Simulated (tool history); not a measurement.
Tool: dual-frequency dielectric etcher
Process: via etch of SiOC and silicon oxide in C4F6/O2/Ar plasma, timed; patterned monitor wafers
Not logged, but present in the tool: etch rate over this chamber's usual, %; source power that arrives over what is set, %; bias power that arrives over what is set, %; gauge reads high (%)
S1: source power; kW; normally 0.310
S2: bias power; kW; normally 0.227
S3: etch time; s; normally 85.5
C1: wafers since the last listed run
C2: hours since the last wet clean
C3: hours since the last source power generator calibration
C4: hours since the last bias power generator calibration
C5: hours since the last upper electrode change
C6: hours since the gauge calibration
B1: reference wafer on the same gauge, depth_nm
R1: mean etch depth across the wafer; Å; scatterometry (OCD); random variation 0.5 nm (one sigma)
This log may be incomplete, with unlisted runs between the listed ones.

Run 1, hour 0.0: usual settings; C1 0; C2 302.8; C3 2709.7; C4 1362.1; C5 3097.8; C6 249.0; B1 79.5. Result: R1 986 Å.
Run 2, hour 94.7: usual settings; C1 779; C2 397.5; C3 2804.4; C4 1456.8; C5 3192.5; C6 343.7; B1 79.5. Result: R1 981 Å.
Run 3, hour 113.7: usual settings; C1 156; C2 416.5; C3 2823.4; C4 1475.8; C5 3211.5; C6 362.7; B1 79.6. Result: R1 988 Å.
Run 4, hour 128.3: usual settings; C1 120; C2 431.1; C3 2838.0; C4 1490.4; C5 3226.1; C6 377.3; B1 79.6. Result: R1 981 Å.
Run 5, hour 147.4: usual settings; C1 157; C2 450.2; C3 2857.1; C4 1509.5; C5 3245.2; C6 396.4; B1 79.4. Result: R1 983 Å.
Run 6, hour 163.9: usual settings; C1 135; C2 466.7; C3 2873.6; C4 1526.0; C5 3261.7; C6 412.9; B1 79.5. Result: R1 982 Å.
Run 7, hour 189.2: usual settings but S1 0.370 kW; C1 208; C2 492.0; C3 2898.9; C4 1551.3; C5 3287.0; C6 438.2; B1 79.4. Result: R1 1040 Å.
Run 8, hour 220.6: usual settings but S1 0.280 kW, S2 0.244 kW; C1 258; C2 523.4; C3 2930.3; C4 1582.7; C5 3318.4; C6 469.6; B1 79.5. Result: R1 984 Å.
Run 9, hour 246.4: usual settings but S3 73.5 s; C1 212; C2 549.2; C3 2956.1; C4 1608.5; C5 3344.2; C6 495.4; B1 79.4. Result: R1 845 Å.
Run 10, hour 260.5: usual settings but S2 0.246 kW; C1 115; C2 563.3; C3 2970.2; C4 1622.6; C5 3358.3; C6 509.5; B1 79.6. Result: R1 1017 Å.
Run 11, hour 273.0: usual settings but S2 0.246 kW; C1 102; C2 575.8; C3 2982.7; C4 1635.1; C5 3370.8; C6 522.0; B1 79.6. Result: R1 1017 Å.
At hour 305.1: wet clean of the chamber.
Run 12, hour 305.6: usual settings but S2 0.246 kW; C1 70; C2 0.5; C3 3015.3; C4 1667.7; C5 3403.4; C6 554.6; B1 79.4. Result: R1 1010 Å.
Run 13, hour 312.2: usual settings; C1 54; C2 7.1; C3 3021.9; C4 1674.3; C5 3410.0; C6 561.2; B1 79.4. Result: R1 992 Å.
Run 14, hour 331.0: usual settings; C1 154; C2 25.9; C3 3040.7; C4 1693.1; C5 3428.8; C6 580.0; B1 79.4. Result: R1 989 Å.
Run 15, hour 365.7: usual settings but S1 0.390 kW, S2 0.182 kW, S3 69.0 s; C1 285; C2 60.6; C3 3075.4; C4 1727.8; C5 3463.5; C6 614.7; B1 79.5. Result: R1 792 Å.

Forecast run 16:
Run 16, hour 397.1: usual settings but S1 0.340 kW, S2 0.193 kW, S3 77.5 s; C1 258; C2 92.0; C3 3106.8; C4 1759.2; C5 3494.9; C6 646.1; B1 ?. Result: R1 ?.

For run 16 the tool returned B1 79.5, R1 869 Å.
Had the tool carried no hidden state, the very same run would have given R1 869 Å.
